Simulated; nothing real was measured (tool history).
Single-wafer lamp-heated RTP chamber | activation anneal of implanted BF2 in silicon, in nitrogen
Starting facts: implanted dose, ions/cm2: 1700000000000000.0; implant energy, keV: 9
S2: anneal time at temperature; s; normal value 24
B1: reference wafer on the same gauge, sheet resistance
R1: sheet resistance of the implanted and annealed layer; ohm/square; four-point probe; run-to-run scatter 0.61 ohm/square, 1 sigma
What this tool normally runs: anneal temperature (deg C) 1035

{"run": 1, "hour": 0.0, "anneal temperature (deg C)": 1035, "S2": 24, "B1": 148.24, "R1": 143.84}
{"run": 2, "hour": 16.0, "anneal temperature (deg C)": 1035, "S2": 24, "B1": 148.11, "R1": 143.37}
{"run": 3, "hour": 22.8, "anneal temperature (deg C)": 1035, "S2": 24, "B1": 147.82, "R1": 142.41}
{"hour": 32.4, "done": "reflector plate cleaned"}
{"run": 4, "hour": 36.5, "anneal temperature (deg C)": 1035, "S2": 24, "B1": 148.02, "R1": 145.5}
{"run": 5, "hour": 43.2, "anneal temperature (deg C)": 1035, "S2": 31, "B1": 147.96, "R1": 136.97}
{"run": 6, "hour": 81.3, "anneal temperature (deg C)": 1035, "S2": 31, "B1": 148.18, "R1": 138.17}
{"run": 7, "hour": 92.3, "anneal temperature (deg C)": 1035, "S2": 24, "B1": 148.0, "R1": 147.73}
{"run": 8, "hour": 99.8, "anneal temperature (deg C)": 1035, "S2": 24, "B1": 148.24, "R1": 146.72}
{"run": 9, "hour": 112.1, "anneal temperature (deg C)": 1035, "S2": 13, "B1": 148.02, "R1": 173.31}
{"run": 10, "hour": 123.6, "anneal temperature (deg C)": 1035, "S2": 24, "B1": 148.06, "R1": 146.48}
{"run": 11, "hour": 133.3, "anneal temperature (deg C)": 1035, "S2": 24, "B1": 147.93, "R1": 145.43}
{"run": 12, "hour": 141.7, "anneal temperature (deg C)": 1035, "S2": 24, "B1": 148.14, "R1": 146.07}
{"run": 13, "hour": 154.0, "anneal temperature (deg C)": 1041, "S2": 24, "B1": 148.07, "R1": 138.17}
{"run": 14, "hour": 164.2, "anneal temperature (deg C)": 1041, "S2": 24, "B1": 147.88, "R1": 139.19}
{"run": 15, "hour": 182.2, "anneal temperature (deg C)": 1035, "S2": 24, "B1": 148.07, "R1": 144.15}
{"run": 16, "hour": 199.9, "anneal temperature (deg C)": 1035, "S2": 24, "B1": 148.01, "R1": 144.33}
{"run": 17, "hour": 217.1, "anneal temperature (deg C)": 1035, "S2": 24, "B1": 148.13, "R1": 143.35}
{"run": 18, "hour": 225.2, "anneal temperature (deg C)": 1035, "S2": 24, "B1": 148.11, "R1": 143.11}
{"run": 19, "hour": 237.8, "anneal temperature (deg C)": 1044, "S2": 24, "B1": 148.0, "R1": 132.69}
{"hour": 241.4, "done": "gauge calibrated"}
{"run": 20, "hour": 244.0, "anneal temperature (deg C)": 1035, "S2": 24, "B1": 147.93, "R1": 142.06}
{"run": 21, "hour": 257.7, "anneal temperature (deg C)": 1035, "S2": 24, "B1": 147.75, "R1": 141.87}
{"hour": 270.5, "done": "pyrometer window cleaned and pyrometer calibrated"}
{"run": 22, "hour": 271.7, "anneal temperature (deg C)": 1035, "S2": 16, "B1": 148.32, "R1": 157.25}
{"run": 23, "hour": 285.7, "anneal temperature (deg C)": 1035, "S2": 24, "B1": 148.03, "R1": 140.48}
{"run": 24, "hour": 295.2, "anneal temperature (deg C)": 1035, "S2": 24, "B1": 148.28, "R1": 140.38}
{"run": 25, "hour": 312.5, "anneal temperature (deg C)": 1053, "S2": 38, "B1": 148.07, "R1": 107.63}
{"hour": 323.3, "done": "reflector plate cleaned"}
{"run": 26, "hour": 323.8, "anneal temperature (deg C)": 1035, "S2": 24, "B1": 148.02, "R1": 146.37}
{"run": 27, "hour": 328.9, "anneal temperature (deg C)": 1016, "S2": 13, "B1": 148.16, "R1": 208.16}
{"run": 28, "hour": 339.0, "anneal temperature (deg C)": 1023, "S2": 29, "B1": 147.99, "R1": 152.71}
{"run": 29, "hour": 348.7, "anneal temperature (deg C)": 1061, "S2": 11, "B1": 148.06, "R1": 143.56}
{"run": 30, "hour": 359.2, "anneal temperature (deg C)": 1011, "S2": 24, "B1": 147.99, "R1": 182.78}
{"run": 31, "hour": 371.0, "anneal temperature (deg C)": 1005, "S2": 11, "B1": 148.11, "R1": 243.41}
{"run": 32, "hour": 379.2, "anneal temperature (deg C)": 1035, "S2": 37, "B1": 147.92, "R1": 131.7}
{"run": 33, "hour": 395.8, "anneal temperature (deg C)": 1020, "S2": 28, "B1": 147.97, "R1": 158.14}
{"run": 34, "hour": 404.7, "anneal temperature (deg C)": 1062, "S2": 24, "B1": 148.45, "R1": 117.32}

Branching from run 34: 3 alternative next runs. What would each branch give?
{"run": "A", "hour": 405.1, "anneal temperature (deg C)": 1058, "S2": 24, "B1": "?", "R1": "?"}
{"run": "B", "hour": 405.1, "anneal temperature (deg C)": 1035, "S2": 38, "B1": "?", "R1": "?"}
{"run": "C", "hour": 405.1, "anneal temperature (deg C)": 1026, "S2": 24, "B1": "?", "R1": "?"}

run=A B1=147.87 R1=121.08
run=B B1=147.87 R1=129.64
run=C B1=147.87 R1=156.62
What these runs would have given with no unlogged condition in the tool:
run=A R1=122.75
run=B R1=131.00
run=C R1=158.76

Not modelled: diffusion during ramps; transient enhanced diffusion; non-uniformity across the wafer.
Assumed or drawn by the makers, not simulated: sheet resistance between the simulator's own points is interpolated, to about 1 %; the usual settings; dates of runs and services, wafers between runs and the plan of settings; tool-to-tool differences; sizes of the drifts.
